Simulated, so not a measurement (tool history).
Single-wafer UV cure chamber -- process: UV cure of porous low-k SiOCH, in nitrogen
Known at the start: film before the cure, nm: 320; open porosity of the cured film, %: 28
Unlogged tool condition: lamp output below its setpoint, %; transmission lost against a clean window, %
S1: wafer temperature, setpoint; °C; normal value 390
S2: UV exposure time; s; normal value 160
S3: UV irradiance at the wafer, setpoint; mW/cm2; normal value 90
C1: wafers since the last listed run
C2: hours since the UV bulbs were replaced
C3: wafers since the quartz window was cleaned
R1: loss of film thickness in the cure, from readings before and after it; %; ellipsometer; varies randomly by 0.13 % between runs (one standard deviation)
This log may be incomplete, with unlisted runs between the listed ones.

run    hour   S1   S2   S3   C1      C2    C3      R1
  1       0  390  135  106    0  2447.2   907   9.572
  2    31.8  390  160   90  199    2479  1106   9.336
       73.6  -- quartz window cleaned
  3    95.5  390  160   90  349  2542.7   137   9.726
  4     120  390  160   90  153  2567.2   291   9.456
  5   152.9  375   90   90  206  2600.1   497    6.54
  6   182.1  390  160   90  183  2629.3   680   9.407
  7   212.6  390  160   90  191  2659.8   871   9.262
  8   254.6  390  160   90  263  2701.8  1135   8.875
  9   316.4  400  160  120  387  2763.6  1522   9.952
      347.6  -- quartz window cleaned
 10   390.7  400  160  120  415  2837.9   270   10.59
 11   432.7  395  160   90  263  2879.9   533   9.004
 12   486.5  395  160   90  337  2933.7   870    8.65
      501.4  -- UV bulbs replaced
 13   557.2  390  160   61  393    55.8  1264   8.551
      581.8  -- quartz window cleaned
 14   601.8  374  160   90  229   100.4   125  11.186
 15   639.2  398  250   90  234   137.8   360  13.675
 16   707.4  396  205  123  427     206   787  14.033
 17   749.8  379  160   55  265   248.4  1053   8.055
 18   817.7  375  160   70  425   316.3  1479   8.576
      848.8  -- quartz window cleaned
 19   884.7  407  120   54  369   383.3   225   7.694
 20   919.5  390   90   58  218   418.1   443   6.437
 21   944.8  377  160   73  158   443.4   602   9.699
 22  1071.8  390  160   90  796   570.4  1398  10.148
     1083.3  -- quartz window cleaned
 23    1100  390  160   90  126   598.6   105  11.223
 24    1156  376  110   67  351   654.6   456   7.631
 25  1207.5  374  160   70  322   706.1   779   9.615

Run by run, hidden condition taken away, random variation retained:
run      R1
  1  11.555
  2  11.546
  3  11.436
  4  11.192
  5   8.272
  6  11.439
  7  11.481
  8  11.385
  9    13.2
 10  12.867
 11  11.401
 12  11.338
 13   9.537
 14  11.389
 15  13.939
 16  14.545
 17   8.732
 18   9.812
 19   7.945
 20   6.737
 21   10.11
 22  11.375
 23   11.44
 24   7.926
 25   10.13
